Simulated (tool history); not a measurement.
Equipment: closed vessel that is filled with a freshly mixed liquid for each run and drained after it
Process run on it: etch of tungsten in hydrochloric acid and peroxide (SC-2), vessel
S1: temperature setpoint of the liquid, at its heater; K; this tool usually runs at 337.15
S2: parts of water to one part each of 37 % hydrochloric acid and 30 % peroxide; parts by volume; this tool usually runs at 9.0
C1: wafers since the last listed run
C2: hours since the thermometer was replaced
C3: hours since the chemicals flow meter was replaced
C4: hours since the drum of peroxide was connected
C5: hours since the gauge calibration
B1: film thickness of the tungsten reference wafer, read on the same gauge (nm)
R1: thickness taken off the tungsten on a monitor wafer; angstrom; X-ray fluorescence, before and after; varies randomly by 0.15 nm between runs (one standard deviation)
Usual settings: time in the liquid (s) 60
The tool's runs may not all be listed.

{"run": 1, "day": 0.0, "S1": 337.15, "S2": 9.0, "time in the liquid (s)": 60, "C1": 0, "C2": 1239.3, "C3": 1838.1, "C4": 701.5, "C5": 529.9, "B1": 140.02, "R1": 458.6}
{"run": 2, "day": 1.188, "S1": 337.15, "S2": 9.0, "time in the liquid (s)": 60, "C1": 2739, "C2": 1267.8, "C3": 1866.6, "C4": 730.0, "C5": 558.4, "B1": 139.96, "R1": 459.3}
{"run": 3, "day": 2.388, "S1": 337.15, "S2": 9.0, "time in the liquid (s)": 60, "C1": 2768, "C2": 1296.6, "C3": 1895.4, "C4": 758.8, "C5": 587.2, "B1": 139.96, "R1": 458.3}
{"run": 4, "day": 3.254, "S1": 337.15, "S2": 7.5, "time in the liquid (s)": 60, "C1": 1999, "C2": 1317.4, "C3": 1916.2, "C4": 779.6, "C5": 608.0, "B1": 139.95, "R1": 530.3}
{"run": 5, "day": 3.896, "S1": 337.15, "S2": 7.5, "time in the liquid (s)": 60, "C1": 1480, "C2": 1332.8, "C3": 1931.6, "C4": 795.0, "C5": 623.4, "B1": 140.0, "R1": 529.1}
{"run": 6, "day": 4.675, "S1": 337.15, "S2": 7.5, "time in the liquid (s)": 60, "C1": 1797, "C2": 1351.5, "C3": 1950.3, "C4": 813.7, "C5": 642.1, "B1": 140.01, "R1": 533.8}
{"run": 7, "day": 5.271, "S1": 337.15, "S2": 9.0, "time in the liquid (s)": 60, "C1": 1374, "C2": 1365.8, "C3": 1964.6, "C4": 828.0, "C5": 656.4, "B1": 139.99, "R1": 460.8}
{"run": 8, "day": 5.8, "S1": 337.15, "S2": 9.0, "time in the liquid (s)": 60, "C1": 1220, "C2": 1378.5, "C3": 1977.3, "C4": 840.7, "C5": 669.1, "B1": 140.03, "R1": 457.2}
{"day": 6.283, "done": "new drum of peroxide connected"}
{"run": 9, "day": 6.862, "S1": 337.15, "S2": 9.0, "time in the liquid (s)": 60, "C1": 2355, "C2": 1404.0, "C3": 2002.8, "C4": 13.9, "C5": 694.6, "B1": 140.0, "R1": 461.2}
{"run": 10, "day": 7.671, "S1": 337.15, "S2": 9.0, "time in the liquid (s)": 60, "C1": 1864, "C2": 1423.4, "C3": 2022.2, "C4": 33.3, "C5": 714.0, "B1": 139.99, "R1": 462.2}
{"run": 11, "day": 8.967, "S1": 337.15, "S2": 9.0, "time in the liquid (s)": 60, "C1": 2989, "C2": 1454.5, "C3": 2053.3, "C4": 64.4, "C5": 745.1, "B1": 140.05, "R1": 461.3}
{"run": 12, "day": 10.217, "S1": 337.15, "S2": 9.0, "time in the liquid (s)": 60, "C1": 2883, "C2": 1484.5, "C3": 2083.3, "C4": 94.4, "C5": 775.1, "B1": 140.01, "R1": 460.0}
{"run": 13, "day": 11.071, "S1": 337.15, "S2": 11.5, "time in the liquid (s)": 70, "C1": 1970, "C2": 1505.0, "C3": 2103.8, "C4": 114.9, "C5": 795.6, "B1": 139.98, "R1": 441.9}
{"run": 14, "day": 12.112, "S1": 340.15, "S2": 4.5, "time in the liquid (s)": 80, "C1": 2403, "C2": 1530.0, "C3": 2128.8, "C4": 139.9, "C5": 820.6, "B1": 140.04, "R1": 1236.7}
{"day": 12.762, "done": "gauge calibrated"}
{"run": 15, "day": 13.092, "S1": 327.15, "S2": 13.5, "time in the liquid (s)": 30, "C1": 2259, "C2": 1553.5, "C3": 2152.3, "C4": 163.4, "C5": 7.9, "B1": 139.99, "R1": 88.1}
{"run": 16, "day": 14.225, "S1": 337.15, "S2": 9.0, "time in the liquid (s)": 60, "C1": 2614, "C2": 1580.7, "C3": 2179.5, "C4": 190.6, "C5": 35.1, "B1": 140.03, "R1": 465.1}
{"day": 14.267, "done": "thermometer replaced"}
{"run": 17, "day": 15.138, "S1": 337.15, "S2": 9.0, "time in the liquid (s)": 60, "C1": 2009, "C2": 20.9, "C3": 2201.4, "C4": 212.5, "C5": 57.0, "B1": 139.97, "R1": 462.5}
{"run": 18, "day": 15.888, "S1": 327.65, "S2": 5.5, "time in the liquid (s)": 75, "C1": 1730, "C2": 38.9, "C3": 2219.4, "C4": 230.5, "C5": 75.0, "B1": 140.03, "R1": 463.0}
{"run": 19, "day": 16.938, "S1": 344.15, "S2": 6.0, "time in the liquid (s)": 45, "C1": 2422, "C2": 64.1, "C3": 2244.6, "C4": 255.7, "C5": 100.2, "B1": 140.02, "R1": 722.7}
{"run": 20, "day": 17.825, "S1": 332.15, "S2": 9.0, "time in the liquid (s)": 60, "C1": 2047, "C2": 85.4, "C3": 2265.9, "C4": 277.0, "C5": 121.5, "B1": 140.0, "R1": 340.8}
{"day": 18.458, "done": "chemicals flow meter replaced"}
{"run": 21, "day": 18.75, "S1": 337.15, "S2": 9.0, "time in the liquid (s)": 45, "C1": 2038, "C2": 107.6, "C3": 7.0, "C4": 299.2, "C5": 143.7, "B1": 140.02, "R1": 323.3}
{"run": 22, "day": 19.421, "S1": 341.65, "S2": 9.0, "time in the liquid (s)": 45, "C1": 1547, "C2": 123.7, "C3": 23.1, "C4": 315.3, "C5": 159.8, "B1": 140.03, "R1": 421.8}
{"run": 23, "day": 20.642, "S1": 328.15, "S2": 7.5, "time in the liquid (s)": 80, "C1": 2816, "C2": 153.0, "C3": 52.4, "C4": 344.6, "C5": 189.1, "B1": 139.94, "R1": 376.5}
{"run": 24, "day": 22.088, "S1": 342.65, "S2": 9.0, "time in the liquid (s)": 90, "C1": 3335, "C2": 187.7, "C3": 87.1, "C4": 379.3, "C5": 223.8, "B1": 139.94, "R1": 898.0}
{"run": 25, "day": 23.408, "S1": 342.65, "S2": 10.5, "time in the liquid (s)": 85, "C1": 3047, "C2": 219.4, "C3": 118.8, "C4": 411.0, "C5": 255.5, "B1": 140.02, "R1": 746.3}
{"run": 26, "day": 24.367, "S1": 342.65, "S2": 9.0, "time in the liquid (s)": 90, "C1": 2211, "C2": 242.4, "C3": 141.8, "C4": 434.0, "C5": 278.5, "B1": 140.0, "R1": 901.8}
{"run": 27, "day": 26.008, "S1": 334.15, "S2": 6.0, "time in the liquid (s)": 35, "C1": 3787, "C2": 281.8, "C3": 181.2, "C4": 473.4, "C5": 317.9, "B1": 139.99, "R1": 289.0}
{"run": 28, "day": 27.179, "S1": 345.15, "S2": 13.0, "time in the liquid (s)": 40, "C1": 2701, "C2": 309.9, "C3": 209.3, "C4": 501.5, "C5": 346.0, "B1": 140.06, "R1": 342.8}
{"run": 29, "day": 28.917, "S1": 337.15, "S2": 12.0, "time in the liquid (s)": 80, "C1": 4008, "C2": 351.6, "C3": 251.0, "C4": 543.2, "C5": 387.7, "B1": 139.97, "R1": 453.9}
{"run": 30, "day": 29.671, "S1": 337.15, "S2": 9.0, "time in the liquid (s)": 60, "C1": 1740, "C2": 369.7, "C3": 269.1, "C4": 561.3, "C5": 405.8, "B1": 139.96, "R1": 436.5}
{"run": 31, "day": 30.492, "S1": 337.15, "S2": 5.5, "time in the liquid (s)": 60, "C1": 1893, "C2": 389.4, "C3": 288.8, "C4": 581.0, "C5": 425.5, "B1": 139.95, "R1": 640.0}

Here are 3 independent what-if runs from the current tool condition. What would each one return?
{"run": "A", "day": 30.521, "S1": 337.15, "S2": 13.0, "time in the liquid (s)": 60, "C1": 67, "C2": 390.1, "C3": 289.5, "C4": 581.7, "C5": 426.2, "B1": "?", "R1": "?"}
{"run": "B", "day": 30.521, "S1": 332.15, "S2": 5.0, "time in the liquid (s)": 30, "C1": 67, "C2": 390.1, "C3": 289.5, "C4": 581.7, "C5": 426.2, "B1": "?", "R1": "?"}
{"run": "C", "day": 30.521, "S1": 329.15, "S2": 9.0, "time in the liquid (s)": 60, "C1": 67, "C2": 390.1, "C3": 289.5, "C4": 581.7, "C5": 426.2, "B1": "?", "R1": "?"}

run=A B1=139.98 R1=319.1
run=B B1=139.98 R1=250.1
run=C B1=139.98 R1=263.3
Without the tool's hidden state the same runs would have given:
run=A R1=315.6
run=B R1=247.8
run=C R1=260.5
